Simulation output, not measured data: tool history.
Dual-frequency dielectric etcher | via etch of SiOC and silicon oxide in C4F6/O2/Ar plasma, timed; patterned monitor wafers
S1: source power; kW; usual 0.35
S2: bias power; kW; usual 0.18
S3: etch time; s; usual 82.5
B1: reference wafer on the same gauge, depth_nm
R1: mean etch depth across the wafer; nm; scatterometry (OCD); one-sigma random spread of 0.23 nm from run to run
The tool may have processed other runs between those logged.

run 1 day=0 | S1=0.4 S2=0.18 S3=82.5 | B1=106.5 | R1=96.5
run 2 day=2.829 | S1=0.4 S2=0.18 S3=82.5 | B1=106.3 | R1=97
run 3 day=7.246 | S1=0.35 S2=0.146 S3=82.5 | B1=106.4 | R1=87.2
run 4 day=8.958 | S1=0.35 S2=0.146 S3=82.5 | B1=106.5 | R1=86.9
run 5 day=12.292 | S1=0.35 S2=0.146 S3=82.5 | B1=106.4 | R1=87.1
-- day=14.033 wet clean of the chamber
run 6 day=20.429 | S1=0.35 S2=0.18 S3=82.5 | B1=106.4 | R1=87.8
-- day=23.688 source power generator calibrated
run 7 day=23.888 | S1=0.35 S2=0.18 S3=82.5 | B1=106.5 | R1=88.6
-- day=28.321 wet clean of the chamber, repeated, since the last time left the tool worse
run 8 day=28.342 | S1=0.35 S2=0.15 S3=82.5 | B1=106.4 | R1=86.4
run 9 day=29.312 | S1=0.35 S2=0.18 S3=82.5 | B1=106.3 | R1=90.9
run 10 day=33.317 | S1=0.35 S2=0.18 S3=82.5 | B1=106.3 | R1=91.2
run 11 day=37 | S1=0.33 S2=0.171 S3=82.5 | B1=106.4 | R1=88.2
run 12 day=39.875 | S1=0.35 S2=0.153 S3=63 | B1=106.4 | R1=66.8
run 13 day=44.192 | S1=0.35 S2=0.219 S3=82.5 | B1=106.4 | R1=98.1
-- day=46.067 gauge calibrated
run 14 day=46.096 | S1=0.26 S2=0.155 S3=91.5 | B1=106.5 | R1=87.4
run 15 day=49.117 | S1=0.43 S2=0.155 S3=76 | B1=106.3 | R1=88.9
run 16 day=51.092 | S1=0.38 S2=0.154 S3=82.5 | B1=106.5 | R1=91.1
-- day=53.417 wet clean of the chamber
-- day=53.642 bias power generator calibrated
-- day=54.908 upper electrode replaced
run 17 day=54.929 | S1=0.35 S2=0.142 S3=82.5 | B1=106.5 | R1=85
run 18 day=56.588 | S1=0.35 S2=0.18 S3=82.5 | B1=106.3 | R1=90.8
run 19 day=59.612 | S1=0.35 S2=0.18 S3=82.5 | B1=106.4 | R1=91.3
run 20 day=61.292 | S1=0.35 S2=0.18 S3=82.5 | B1=106.4 | R1=91.7
run 21 day=71.221 | S1=0.43 S2=0.146 S3=63.5 | B1=106.4 | R1=72.6
run 22 day=74.604 | S1=0.4 S2=0.211 S3=93.5 | B1=106.5 | R1=115.9

5 ways to go on from here, each from the tool as it stands after run 22. What would each give?
run A day=74.621 | S1=0.35 S2=0.18 S3=82.5 | B1=? | R1=?
run B day=74.621 | S1=0.38 S2=0.202 S3=82.5 | B1=? | R1=?
run C day=74.621 | S1=0.31 S2=0.158 S3=105 | B1=? | R1=?
run D day=74.621 | S1=0.37 S2=0.18 S3=82.5 | B1=? | R1=?
run E day=74.621 | S1=0.4 S2=0.214 S3=93 | B1=? | R1=?

run=A B1=106.4 R1=92.6
run=B B1=106.4 R1=99
run=C B1=106.4 R1=108.2
run=D B1=106.4 R1=94.6
run=E B1=106.4 R1=115.8
Stripped of hidden state, with their random variation kept, the same runs would have yielded:
run=A R1=90.9
run=B R1=97.1
run=C R1=106.2
run=D R1=92.9
run=E R1=113.7

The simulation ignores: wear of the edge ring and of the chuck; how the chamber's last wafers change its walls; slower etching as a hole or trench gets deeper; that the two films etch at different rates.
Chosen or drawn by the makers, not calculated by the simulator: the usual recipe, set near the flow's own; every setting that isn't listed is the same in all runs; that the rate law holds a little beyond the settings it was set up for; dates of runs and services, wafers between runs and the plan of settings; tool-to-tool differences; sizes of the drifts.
